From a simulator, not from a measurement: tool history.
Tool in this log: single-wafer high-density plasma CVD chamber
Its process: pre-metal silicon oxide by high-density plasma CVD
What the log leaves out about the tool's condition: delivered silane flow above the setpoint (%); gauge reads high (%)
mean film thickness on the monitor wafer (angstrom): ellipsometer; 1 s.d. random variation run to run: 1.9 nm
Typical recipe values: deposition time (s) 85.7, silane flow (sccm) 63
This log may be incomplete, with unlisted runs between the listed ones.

run	day	deposition time (s)	silane flow (sccm)	wafers since the last listed run	hours since the silane flow controller was replaced	hours since the gauge calibration	read-back reference wafer on the same gauge, thickness_nm	mean film thickness on the monitor wafer (angstrom)
1	0.000	81.7	63	0	1483.5	100.7	657.899	5503.74
2	1.475	81.7	63	315	1518.9	136.1	657.750	5531.60
3	2.538	81.7	63	227	1544.4	161.6	658.165	5527.07
4	3.208	85.7	58	143	1560.5	177.7	657.940	5342.06
5	4.200	85.7	58	211	1584.3	201.5	657.837	5381.91
6	4.883	85.7	58	146	1600.7	217.9	658.331	5359.40
7	5.408	85.7	63	112	1613.3	230.5	657.801	5793.37
8	6.900	85.7	63	318	1649.1	266.3	658.124	5865.56
9	8.179	85.7	63	273	1679.8	297.0	658.514	5847.56
10	9.192	85.7	67	216	1704.1	321.3	658.130	6257.35
# day 9.588: silane flow controller replaced
11	9.904	85.7	67	81	7.6	338.4	658.067	5872.16
12	10.721	85.7	67	174	27.2	358.0	657.456	5892.72
13	11.725	85.7	57	214	51.3	382.1	657.566	5045.48
14	12.667	95.2	58	201	73.9	404.7	657.608	5640.97
15	13.333	79.6	63	142	89.9	420.7	658.376	5133.73
16	14.117	85.7	63	167	108.7	439.5	658.305	5549.49
17	15.479	85.7	67	291	141.4	472.2	658.575	5851.50
18	16.862	94.3	55	295	174.6	505.4	657.377	5343.77
# day 17.338: gauge calibrated
19	17.450	76.0	58	125	188.7	2.7	658.102	4510.24
20	18.242	97.0	63	169	207.7	21.7	657.838	6292.47
21	19.133	85.7	63	190	229.1	43.1	658.401	5541.02
22	19.858	73.6	58	154	246.5	60.5	658.225	4374.07
23	20.588	92.1	57	155	264.0	78.0	657.877	5373.07
24	21.412	96.1	53	176	283.8	97.8	657.695	5217.41
25	21.975	85.7	63	120	297.3	111.3	657.586	5585.03
26	23.046	92.3	72	228	323.0	137.0	657.588	6807.76
27	24.312	79.0	58	270	353.4	167.4	657.733	4688.18

Here are 4 independent what-if runs from the current tool condition. What would each one return?
A	24.329	102.2	63	3	353.8	167.8	?	?
B	24.329	90.6	58	3	353.8	167.8	?	?
C	24.329	102.4	63	3	353.8	167.8	?	?
D	24.329	72.5	56	3	353.8	167.8	?	?

run	read-back reference wafer on the same gauge, thickness_nm	mean film thickness on the monitor wafer (angstrom)
A	658.344	6615.47
B	658.344	5399.15
C	658.344	6628.41
D	658.344	4171.53
Stripped of hidden state, with their random variation kept, the same runs would have yielded:
run	mean film thickness on the monitor wafer (angstrom)
A	6583.73
B	5373.24
C	6596.61
D	4151.51

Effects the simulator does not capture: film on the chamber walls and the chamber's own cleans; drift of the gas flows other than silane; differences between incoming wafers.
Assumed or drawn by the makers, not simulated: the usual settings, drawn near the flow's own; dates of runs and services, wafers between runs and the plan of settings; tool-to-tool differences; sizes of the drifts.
